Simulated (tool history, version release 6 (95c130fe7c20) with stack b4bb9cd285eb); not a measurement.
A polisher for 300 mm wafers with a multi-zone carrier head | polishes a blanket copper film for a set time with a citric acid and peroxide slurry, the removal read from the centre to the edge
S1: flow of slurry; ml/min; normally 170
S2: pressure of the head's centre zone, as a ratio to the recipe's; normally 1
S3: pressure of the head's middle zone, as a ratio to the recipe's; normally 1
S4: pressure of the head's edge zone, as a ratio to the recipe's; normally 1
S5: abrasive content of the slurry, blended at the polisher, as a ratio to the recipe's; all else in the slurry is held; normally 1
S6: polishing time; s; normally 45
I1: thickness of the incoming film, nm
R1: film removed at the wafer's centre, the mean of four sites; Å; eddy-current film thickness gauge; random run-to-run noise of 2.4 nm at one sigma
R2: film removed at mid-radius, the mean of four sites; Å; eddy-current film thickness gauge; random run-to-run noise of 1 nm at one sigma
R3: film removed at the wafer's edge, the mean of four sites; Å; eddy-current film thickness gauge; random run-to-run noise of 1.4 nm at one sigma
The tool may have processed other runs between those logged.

run 1 hour=0 | S1=170 S2=1 S3=1 S4=1 S5=1 S6=45 | I1=505.7 | R1=1657 R2=1684 R3=1625
run 2 hour=15.8 | S1=170 S2=1 S3=1 S4=1 S5=1 S6=45 | I1=501.6 | R1=1671 R2=1663 R3=1620
run 3 hour=32.4 | S1=170 S2=1 S3=1 S4=1 S5=1 S6=45 | I1=494.6 | R1=1674 R2=1687 R3=1614
run 4 hour=40.3 | S1=170 S2=1 S3=1 S4=1 S5=1 S6=45 | I1=490.7 | R1=1621 R2=1673 R3=1631
run 5 hour=55.7 | S1=170 S2=1 S3=1 S4=1 S5=1 S6=45 | I1=500.5 | R1=1623 R2=1671 R3=1626
run 6 hour=63.4 | S1=170 S2=1 S3=1 S4=1 S5=1 S6=45 | I1=496.9 | R1=1660 R2=1673 R3=1626
run 7 hour=74.7 | S1=170 S2=1 S3=1 S4=1 S5=1 S6=45 | I1=490.7 | R1=1625 R2=1671 R3=1627
-- hour=78.2 edge zone pressure recalibrated
-- hour=79.3 centre zone pressure recalibrated
-- hour=83.7 worn pad replaced by a new one
run 8 hour=88.9 | S1=170 S2=1 S3=1 S4=1 S5=1 S6=45 | I1=504 | R1=1626 R2=1662 R3=1600
run 9 hour=104.8 | S1=150 S2=1 S3=1 S4=1 S5=1.2 S6=45 | I1=508 | R1=1674 R2=1702 R3=1637
-- hour=119.9 carrier head's membrane replaced by a new one
run 10 hour=120.4 | S1=170 S2=1 S3=1 S4=1 S5=1 S6=45 | I1=496.6 | R1=1676 R2=1662 R3=1617
run 11 hour=133.1 | S1=170 S2=0.91 S3=0.9 S4=0.96 S5=1.1 S6=45 | I1=503.9 | R1=1576 R2=1571 R3=1622
run 12 hour=142.5 | S1=145 S2=0.93 S3=1.04 S4=1 S5=1 S6=45 | I1=502.9 | R1=1521 R2=1690 R3=1591
-- hour=150.5 slurry nozzle cleaned
run 13 hour=151.5 | S1=170 S2=1 S3=1 S4=1 S5=1 S6=45 | I1=499.4 | R1=1699 R2=1686 R3=1621
run 14 hour=166.3 | S1=170 S2=0.92 S3=1 S4=1 S5=1 S6=45 | I1=502.7 | R1=1551 R2=1680 R3=1609
-- hour=174.2 worn pad replaced by a new one
run 15 hour=182.6 | S1=170 S2=1 S3=1 S4=1 S5=1 S6=45 | I1=499.5 | R1=1654 R2=1686 R3=1646
run 16 hour=194.7 | S1=170 S2=1 S3=1 S4=1 S5=1 S6=45 | I1=507.9 | R1=1646 R2=1686 R3=1627
run 17 hour=243.9 | S1=170 S2=1 S3=1 S4=1 S5=0.9 S6=45 | I1=495.1 | R1=1597 R2=1633 R3=1569
run 18 hour=251.6 | S1=170 S2=1 S3=0.92 S4=1.08 S5=0.85 S6=57 | I1=498.4 | R1=1976 R2=1920 R3=2054
-- hour=257.9 worn pad replaced by a new one
run 19 hour=258.3 | S1=130 S2=0.94 S3=1 S4=1 S5=1 S6=45 | I1=508.3 | R1=1492 R2=1574 R3=1517
run 20 hour=268.1 | S1=145 S2=0.93 S3=1.04 S4=1 S5=1 S6=45 | I1=496.2 | R1=1473 R2=1658 R3=1575
run 21 hour=283.7 | S1=230 S2=1 S3=1.1 S4=1 S5=1.1 S6=56 | I1=502.3 | R1=2222 R2=2419 R3=2144

Alternative continuations, all from the tool just after run 21; predict every row:
run A hour=284.1 | S1=170 S2=1 S3=1 S4=1 S5=1 S6=45 | I1=500.5 | R1=? R2=? R3=?
run B hour=284.1 | S1=220 S2=1 S3=1 S4=0.92 S5=1 S6=45 | I1=500.5 | R1=? R2=? R3=?
run C hour=284.1 | S1=170 S2=1 S3=0.91 S4=1 S5=1 S6=45 | I1=500.5 | R1=? R2=? R3=?
run D hour=284.1 | S1=115 S2=1 S3=1.11 S4=1 S5=1 S6=56 | I1=500.5 | R1=? R2=? R3=?

run=A R1=1646 R2=1670 R3=1631
run=B R1=1724 R2=1741 R3=1617
run=C R1=1645 R2=1543 R3=1633
run=D R1=1845 R2=2068 R3=1897
Without the tool's hidden state the same runs would have given:
run=A R1=1646 R2=1670 R3=1631
run=B R1=1724 R2=1741 R3=1617
run=C R1=1645 R2=1543 R3=1633
run=D R1=1845 R2=2068 R3=1897

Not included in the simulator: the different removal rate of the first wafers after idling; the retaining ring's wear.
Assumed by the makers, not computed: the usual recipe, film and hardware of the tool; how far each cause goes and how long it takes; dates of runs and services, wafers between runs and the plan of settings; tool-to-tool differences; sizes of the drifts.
